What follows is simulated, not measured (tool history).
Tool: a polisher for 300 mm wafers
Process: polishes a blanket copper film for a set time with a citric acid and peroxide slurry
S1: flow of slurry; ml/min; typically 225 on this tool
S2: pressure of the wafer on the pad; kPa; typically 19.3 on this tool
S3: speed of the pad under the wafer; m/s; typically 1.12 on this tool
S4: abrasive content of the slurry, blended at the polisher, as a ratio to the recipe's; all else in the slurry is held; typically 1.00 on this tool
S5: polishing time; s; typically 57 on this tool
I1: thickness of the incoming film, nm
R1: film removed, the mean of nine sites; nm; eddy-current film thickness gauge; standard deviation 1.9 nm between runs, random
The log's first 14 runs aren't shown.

| run | hour | S1 | S2 | S3 | S4 | S5 | I1 | R1 |
|---|---|---|---|---|---|---|---|---|
| 15 | 530.1 | 225 | 17.2 | 0.98 | 0.85 | 46 | 948.9 | 77.5 |
| 16 | 549.3 | 225 | 19.3 | 1.12 | 1.00 | 76 | 948.5 | 163.7 |
| 17 | 562.8 | 225 | 19.3 | 1.12 | 1.00 | 76 | 929.0 | 171.9 |
|  | 587.4 | worn pad replaced by a new one |
| 18 | 587.9 | 185 | 13.8 | 0.80 | 1.00 | 57 | 921.5 | 63.7 |
| 19 | 600.9 | 225 | 19.3 | 1.12 | 1.15 | 57 | 939.9 | 126.8 |
| 20 | 626.0 | 225 | 19.3 | 1.12 | 1.00 | 45 | 930.4 | 94.7 |
|  | 647.3 | head pressure recalibrated |
| 21 | 655.8 | 225 | 19.3 | 1.40 | 1.00 | 57 | 949.7 | 150.4 |
| 22 | 671.1 | 225 | 15.2 | 1.12 | 1.00 | 57 | 937.7 | 98.3 |
| 23 | 700.3 | 225 | 19.3 | 0.82 | 1.00 | 57 | 933.1 | 91.2 |
| 24 | 723.0 | 225 | 19.3 | 1.12 | 1.00 | 57 | 927.3 | 120.9 |
| 25 | 736.8 | 225 | 19.3 | 1.12 | 1.00 | 57 | 931.5 | 120.7 |
| 26 | 764.1 | 225 | 19.3 | 1.12 | 1.00 | 57 | 930.9 | 120.9 |
|  | 798.0 | slurry nozzle cleaned |
|  | 803.1 | slurry blender recalibrated |
| 27 | 806.6 | 225 | 19.3 | 1.12 | 1.00 | 57 | 956.8 | 128.5 |
| 28 | 832.3 | 290 | 19.3 | 0.76 | 1.00 | 57 | 945.4 | 90.8 |
|  | 843.1 | worn pad replaced by a new one |
| 29 | 853.1 | 255 | 25.5 | 1.40 | 0.80 | 57 | 952.5 | 199.7 |
| 30 | 883.6 | 225 | 19.3 | 1.12 | 1.00 | 76 | 943.1 | 170.9 |
| 31 | 915.2 | 250 | 19.3 | 1.12 | 0.75 | 57 | 951.5 | 128.5 |

3 ways to go on from here, each from the tool as it stands after run 31. What would each give?
| A | 915.6 | 225 | 19.3 | 1.12 | 1.00 | 57 | 927.3 | ? |
| B | 915.6 | 150 | 21.4 | 1.44 | 1.00 | 57 | 927.3 | ? |
| C | 915.6 | 225 | 19.3 | 1.12 | 1.10 | 57 | 927.3 | ? |

| run | R1 |
|---|---|
| A | 127.0 |
| B | 167.0 |
| C | 129.0 |
Had the tool no hidden state, the same runs would have come out as:
| run | R1 |
|---|---|
| A | 127.9 |
| B | 169.0 |
| C | 129.9 |
